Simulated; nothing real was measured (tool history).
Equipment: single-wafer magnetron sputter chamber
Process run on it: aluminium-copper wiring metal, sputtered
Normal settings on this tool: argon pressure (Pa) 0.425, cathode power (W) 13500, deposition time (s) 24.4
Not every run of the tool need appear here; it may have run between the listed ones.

run   hour  argon pressure (Pa)  cathode power (W)  deposition time (s)  wafers since the last listed run  wafers on the sputter target  hours since the last manometer calibration  hours since the magnet pack was replaced  hours since the gauge calibration  read-back reference wafer on the same gauge, thickness_nm  mean film thickness on the monitor wafer (nm)
  1      0                0.556              13500                 24.4                                 0                          6783                                        1779                                    5618.7                              787.4                                                    447.478                                        501.984
  2   23.6                0.321              13500                 24.4                               453                          7237                                      1802.6                                    5642.3                                811                                                     448.02                                        548.433
      33.4  -- sputter target and shields replaced
  3   36.4                0.321              13500                 24.4                                92                            58                                      1815.4                                    5655.1                              823.8                                                     448.36                                         572.99
  4   66.7                0.425              15700                 24.4                               582                           640                                      1845.7                                    5685.4                              854.1                                                    447.868                                         636.83
  5   87.3                0.425              15700                 24.4                               395                          1036                                      1866.3                                      5706                              874.7                                                    448.404                                        629.967
  6  117.4                0.425              13500                 24.4                               578                          1614                                      1896.4                                    5736.1                              904.8                                                    448.376                                        537.052
  7  147.2                0.425              13500                 24.4                               572                          2187                                      1926.2                                    5765.9                              934.6                                                    448.227                                        530.076
  8  170.4                0.425              13500                 24.4                               445                          2633                                      1949.4                                    5789.1                              957.8                                                    447.871                                        527.962
  9  204.4                0.425              13500                 24.4                               653                          3286                                      1983.4                                    5823.1                              991.8                                                    447.426                                        524.583
 10  236.8                0.425              13500                 24.4                               622                          3909                                      2015.8                                    5855.5                             1024.2                                                     448.76                                         525.94
 11  265.3                0.425              13500                 24.4                               547                          4456                                      2044.3                                      5884                             1052.7                                                    447.572                                        523.783
 12    296                0.425              13500                 24.4                               589                          5046                                        2075                                    5914.7                             1083.4                                                    447.307                                         522.36
 13  314.1                0.425              13500                 24.4                               347                          5394                                      2093.1                                    5932.8                             1101.5                                                    448.063                                        524.561
 14    342                0.425              13500                 24.4                               536                          5930                                        2121                                    5960.7                             1129.4                                                    448.229                                        522.251
 15  354.2                0.425              13500                 24.4                               234                          6165                                      2133.2                                    5972.9                             1141.6                                                    448.134                                        520.098
     364.8  -- magnet pack replaced
 16  388.5                0.425              13500                 24.4                               505                          6670                                      2167.5                                      23.7                             1175.9                                                    448.434                                        523.727
 17  405.4                0.425              13500                 24.4                               324                          6995                                      2184.4                                      40.6                             1192.8                                                    449.013                                        523.982
 18  425.5                0.351              13500                 24.4                               386                          7381                                      2204.5                                      60.7                             1212.9                                                    447.434                                        534.134
     434.1  -- sputter target and shields replaced
     434.8  -- capacitance manometer re-zeroed and calibrated
 19  453.4                0.476              12300                 24.4                               369                           357                                        18.6                                      88.6                             1240.8                                                    448.074                                        488.994
     465.9  -- gauge calibrated
 20    487                0.425              13500                 24.4                               645                          1003                                        52.2                                     122.2                               21.1                                                    448.735                                        543.899
 21  515.3                0.547              16500                 22.3                               543                          1547                                        80.5                                     150.5                               49.4                                                     448.04                                         568.88
 22  531.1                0.425              14800                 24.4                               303                          1850                                        96.3                                     166.3                               65.2                                                    447.611                                        588.283
 23  545.9                0.512              13500                 24.4                               284                          2135                                       111.1                                     181.1                                 80                                                    448.038                                        518.719
 24  562.9                0.425              12600                 24.4                               326                          2461                                       128.1                                     198.1                                 97                                                    448.834                                        496.502
 25  583.7                0.425              13500                   21                               399                          2861                                       148.9                                     218.9                              117.8                                                    447.736                                        456.663
 26  604.3                0.318              15850                 27.6                               395                          3257                                       169.5                                     239.5                              138.4                                                     447.94                                        730.838
 27  634.6                0.538              12200                 24.4                               582                          3839                                       199.8                                     269.8                              168.7                                                    447.124                                        458.715
 28  677.5                0.425              13500                 24.4                               824                          4663                                       242.7                                     312.7                              211.6                                                    447.642                                        526.825
 29  703.2                 0.38              16350                 21.3                               493                          5157                                       268.4                                     338.4                              237.3                                                    448.312                                        569.061
 30  716.3                0.321              13500                 24.4                               251                          5409                                       281.5                                     351.5                              250.4                                                    447.812                                        546.845
 31  729.4                0.425              13500                 24.4                               251                          5661                                       294.6                                     364.6                              263.5                                                    448.364                                        522.156
 32  772.6                0.425              13500                 24.4                               830                          6491                                       337.8                                     407.8                              306.7                                                    447.682                                        525.782
 33  787.3                0.425              13500                 24.4                               282                          6773                                       352.5                                     422.5                              321.4                                                    447.618                                         520.36
       806  -- sputter target and shields replaced
 34  806.5                0.425              14900                 24.4                               215                             8                                       371.7                                     441.7                              340.6                                                    448.317                                        605.941
 35  836.9                0.558              15500                 22.2                               584                           592                                       402.1                                     472.1                                371                                                    448.433                                        540.873
 36  908.9                 0.35              12000                 28.2                              1383                          1976                                       474.1                                     544.1                                443                                                     448.47                                        566.774

Some steps in mean film thickness on the monitor wafer (nm) between neighbouring runs. How much of each would the tool show without its hidden state too (settings, what came in, random variation), and how much is left for the hidden state, with any gauge scatter that isn't in both results?
Hidden state at play: deposition rate above that of a new target (%); true argon pressure above the setpoint (%); gauge reads high (%).
Run 2 -> 3: sputter target and shields replaced. mean film thickness on the monitor wafer (nm) +24.557: hidden state +28.422, all else -3.865.
Run 5 -> 6: cathode power (W) 15700 -> 13500. mean film thickness on the monitor wafer (nm) -92.915: hidden state -1.642, all else -91.273.
Run 18 -> 19: argon pressure (Pa) 0.351 -> 0.476, cathode power (W) 13500 -> 12300, sputter target and shields replaced, capacitance manometer re-zeroed and calibrated. mean film thickness on the monitor wafer (nm) -45.14: hidden state +29.186, all else -74.326.
Run 25 -> 26: argon pressure (Pa) 0.425 -> 0.318, cathode power (W) 13500 -> 15850, deposition time (s) 21 -> 27.6. mean film thickness on the monitor wafer (nm) +274.175: hidden state -15.037, all else +289.212.
Run 26 -> 27: argon pressure (Pa) 0.318 -> 0.538, cathode power (W) 15850 -> 12200, deposition time (s) 27.6 -> 24.4. mean film thickness on the monitor wafer (nm) -272.123: hidden state +12.195, all else -284.318.
Run 33 -> 34: cathode power (W) 13500 -> 14900, sputter target and shields replaced. mean film thickness on the monitor wafer (nm) +85.581: hidden state +30.54, all else +55.041.
